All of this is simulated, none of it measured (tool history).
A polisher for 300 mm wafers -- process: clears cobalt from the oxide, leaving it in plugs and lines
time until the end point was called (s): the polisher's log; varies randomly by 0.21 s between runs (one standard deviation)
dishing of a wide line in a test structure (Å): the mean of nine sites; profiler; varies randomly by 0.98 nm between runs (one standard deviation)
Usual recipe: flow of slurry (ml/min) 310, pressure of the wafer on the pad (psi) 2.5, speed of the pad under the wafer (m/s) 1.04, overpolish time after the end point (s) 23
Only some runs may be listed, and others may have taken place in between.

run	hour	flow of slurry (ml/min)	pressure of the wafer on the pad (psi)	speed of the pad under the wafer (m/s)	overpolish time after the end point (s)	incoming thickness of the incoming film, nm	time until the end point was called (s)	dishing of a wide line in a test structure (Å)
1	0	395	2.5	1.04	23	159.1	24.7	619
2	81.8	395	2.5	1.04	23	161.1	25.4	602
# hour 117.7: head pressure recalibrated
3	170.1	310	3	1.04	23	157.3	22	640
# hour 204.5: worn pad replaced by a new one
# hour 214.6: slurry nozzle cleaned
4	390.4	225	2.5	1.04	23	163	27.3	597
5	455.3	310	2.5	1.04	23	161	25.9	596
6	569.3	310	2.5	1.14	23	161	25.1	593
# hour 574.3: worn pad replaced by a new one
# hour 604.1: slurry nozzle cleaned
7	641.8	310	2.5	1.04	23	157.1	24	607
8	713.5	310	2.5	1.04	34	163	25.8	673
9	765.1	310	2.5	1.04	23	161.1	25.7	608
10	833.3	310	1.9	1.04	23	160.3	32.5	554
11	895.4	310	1.8	1.04	31	158.9	34.3	600
# hour 909.8: worn pad replaced by a new one
12	950.7	310	2.5	1.04	23	159.5	25.4	607
13	1005.4	310	2.5	1.2	28	160.1	23.1	660
# hour 1051.8: head pressure recalibrated
# hour 1070.6: slurry nozzle cleaned
14	1085	345	2.5	1.04	23	161.2	24.6	605
15	1156.5	350	3.1	1.04	28	161.6	21	669
16	1216	240	2.5	1.04	28	163	26.9	619
# hour 1291.6: worn pad replaced by a new one
17	1317.6	310	1.9	1.04	14	162.6	31.8	415

The next listed run, before its measurement:
18	1411.1	310	2.5	1.14	23	159.6	?	?

{"run 18": {"time until the end point was called (s)": 24.3, "dishing of a wide line in a test structure (Å)": 624}}
Minus the tool's unlogged condition, the same run would have read time until the end point was called (s) 23.2, dishing of a wide line in a test structure (Å) 634.
